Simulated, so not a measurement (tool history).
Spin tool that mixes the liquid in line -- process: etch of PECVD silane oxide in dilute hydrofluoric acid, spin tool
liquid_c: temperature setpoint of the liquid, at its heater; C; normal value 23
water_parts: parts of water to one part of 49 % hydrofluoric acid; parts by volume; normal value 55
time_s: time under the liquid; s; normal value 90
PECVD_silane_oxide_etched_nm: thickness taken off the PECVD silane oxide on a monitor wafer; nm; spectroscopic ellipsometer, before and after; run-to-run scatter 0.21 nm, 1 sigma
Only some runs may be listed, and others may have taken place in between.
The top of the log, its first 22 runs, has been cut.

run   hour  liquid_c  water_parts  time_s  read-back film thickness of the PECVD silane oxide reference wafer, read on the same gauge (nm)  PECVD_silane_oxide_etched_nm
 23  634.4        20           65      65                                                                                           140.32                         15.73
 24    652        23           55      90                                                                                           140.24                          29.1
 25  687.9        23           55      90                                                                                           140.19                         29.22
 26  721.2      26.5           55      60                                                                                           140.18                         22.56
 27  745.8        23           55      90                                                                                           140.09                         29.15
 28  776.9        23           55      90                                                                                           140.02                         29.04
 29  796.4      24.5           40     110                                                                                           139.96                         53.03
 30  819.1      18.5           55     115                                                                                           139.93                          30.8
 31  851.9        23           65     130                                                                                           139.82                         35.51
 32  880.6        23           30      90                                                                                           139.75                         55.34
 33    899      21.5           40      90                                                                                            139.7                         38.44
 34  925.4        23           55      90                                                                                           139.54                         29.06

Each row is a separate what-if for the run after 34, all from the same tool condition, not one after another. Results?
  A  925.8        23           55      90                                                                                                ?                             ?
  B  925.8      27.5           55      90                                                                                                ?                             ?
  C  925.8        27           55      75                                                                                                ?                             ?

run  read-back film thickness of the PECVD silane oxide reference wafer, read on the same gauge (nm)  PECVD_silane_oxide_etched_nm
  A                                                                                           139.52                         29.21
  B                                                                                           139.52                         35.06
  C                                                                                           139.52                         28.64
Without the tool's unlogged condition, the same runs would have read:
run  PECVD_silane_oxide_etched_nm
  A                          29.3
  B                         35.17
  C                         28.73
